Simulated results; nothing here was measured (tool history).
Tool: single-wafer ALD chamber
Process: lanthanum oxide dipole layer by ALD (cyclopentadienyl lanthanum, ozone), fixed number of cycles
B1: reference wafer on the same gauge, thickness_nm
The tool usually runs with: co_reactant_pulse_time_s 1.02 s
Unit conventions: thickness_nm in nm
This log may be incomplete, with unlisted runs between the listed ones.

Run 1, hour 0: usual settings but co_reactant_pulse_time_s 0.8 s; B1 0.508. Result: thickness_nm 0.376 nm.
Run 2, hour 13.1: usual settings but co_reactant_pulse_time_s 0.8 s; B1 0.508. Result: thickness_nm 0.376 nm.
Run 3, hour 26.3: usual settings but co_reactant_pulse_time_s 0.8 s; B1 0.508. Result: thickness_nm 0.375 nm.
Run 4, hour 38.3: usual settings but co_reactant_pulse_time_s 0.91 s; B1 0.508. Result: thickness_nm 0.399 nm.
Run 5, hour 52: usual settings but co_reactant_pulse_time_s 0.91 s; B1 0.508. Result: thickness_nm 0.4 nm.
Run 6, hour 62.1: usual settings but co_reactant_pulse_time_s 1.12 s; B1 0.508. Result: thickness_nm 0.437 nm.
Run 7, hour 71.6: usual settings but co_reactant_pulse_time_s 1.12 s; B1 0.508. Result: thickness_nm 0.436 nm.
Run 8, hour 88: usual settings but co_reactant_pulse_time_s 1.12 s; B1 0.508. Result: thickness_nm 0.434 nm.
Run 9, hour 113.4: usual settings; B1 0.508. Result: thickness_nm 0.419 nm.
Run 10, hour 155: usual settings; B1 0.508. Result: thickness_nm 0.421 nm.
Run 11, hour 161.2: usual settings; B1 0.508. Result: thickness_nm 0.419 nm.
At hour 171.8: ozone generator serviced.
Run 12, hour 174.4: usual settings; B1 0.508. Result: thickness_nm 0.459 nm.
Run 13, hour 183.2: usual settings but co_reactant_pulse_time_s 1.16 s; B1 0.508. Result: thickness_nm 0.478 nm.
Run 14, hour 189.6: usual settings but co_reactant_pulse_time_s 0.82 s; B1 0.508. Result: thickness_nm 0.423 nm.
Run 15, hour 205.9: usual settings but co_reactant_pulse_time_s 1.17 s; B1 0.508. Result: thickness_nm 0.474 nm.
At hour 223.6: thermocouple changed; heater temperature recalibrated.
Run 16, hour 224.1: usual settings but co_reactant_pulse_time_s 1.34 s; B1 0.508. Result: thickness_nm 0.491 nm.
Run 17, hour 269.1: usual settings but co_reactant_pulse_time_s 0.78 s; B1 0.508. Result: thickness_nm 0.41 nm.
Run 18, hour 277.3: usual settings but co_reactant_pulse_time_s 1.36 s; B1 0.508. Result: thickness_nm 0.492 nm.
At hour 294.6: showerhead replaced.
Run 19, hour 295.1: usual settings but co_reactant_pulse_time_s 0.92 s; B1 0.508. Result: thickness_nm 0.439 nm.
Run 20, hour 297.6: usual settings; B1 0.508. Result: thickness_nm 0.455 nm.
Run 21, hour 311.3: usual settings; B1 0.508. Result: thickness_nm 0.454 nm.
At hour 312.3: gauge calibrated.
Run 22, hour 321: usual settings but co_reactant_pulse_time_s 1.38 s; B1 0.508. Result: thickness_nm 0.489 nm.
Run 23, hour 328.9: usual settings but co_reactant_pulse_time_s 1.19 s; B1 0.508. Result: thickness_nm 0.475 nm.
Run 24, hour 346.6: usual settings; B1 0.508. Result: thickness_nm 0.453 nm.
Run 25, hour 356: usual settings but co_reactant_pulse_time_s 0.89 s; B1 0.508. Result: thickness_nm 0.43 nm.
Run 26, hour 370.8: usual settings but co_reactant_pulse_time_s 0.63 s; B1 0.508. Result: thickness_nm 0.364 nm.
Run 27, hour 381: usual settings but co_reactant_pulse_time_s 1.4 s; B1 0.508. Result: thickness_nm 0.491 nm.
Run 28, hour 393: usual settings but co_reactant_pulse_time_s 1.18 s; B1 0.508. Result: thickness_nm 0.471 nm.
Run 29, hour 408.2: usual settings; B1 0.508. Result: thickness_nm 0.449 nm.
Run 30, hour 425.3: usual settings but co_reactant_pulse_time_s 0.75 s; B1 0.508. Result: thickness_nm 0.395 nm.
Run 31, hour 437.6: usual settings but co_reactant_pulse_time_s 1.28 s; B1 0.508. Result: thickness_nm 0.479 nm.
Run 32, hour 451.3: usual settings but co_reactant_pulse_time_s 0.69 s; B1 0.508. Result: thickness_nm 0.378 nm.
Run 33, hour 459.4: usual settings but co_reactant_pulse_time_s 1.42 s; B1 0.508. Result: thickness_nm 0.487 nm.

5 options for the next run, each taken on its own from the tool as it stands now. Forecast them:
Run A, hour 459.8: usual settings but co_reactant_pulse_time_s 1.2 s; B1 ?. Result: thickness_nm ?.
Run B, hour 459.8: usual settings but co_reactant_pulse_time_s 0.85 s; B1 ?. Result: thickness_nm ?.
Run C, hour 459.8: usual settings but co_reactant_pulse_time_s 0.88 s; B1 ?. Result: thickness_nm ?.
Run D, hour 459.8: usual settings but co_reactant_pulse_time_s 1.13 s; B1 ?. Result: thickness_nm ?.
Run E, hour 459.8: usual settings but co_reactant_pulse_time_s 1.29 s; B1 ?. Result: thickness_nm ?.

run     B1  thickness_nm
  A  0.508         0.471
  B  0.508         0.417
  C  0.508         0.423
  D  0.508         0.462
  E  0.508          0.48
With no hidden state in the tool, these same runs would have given:
run  thickness_nm
  A         0.482
  B         0.433
  C         0.439
  D         0.475
  E          0.49
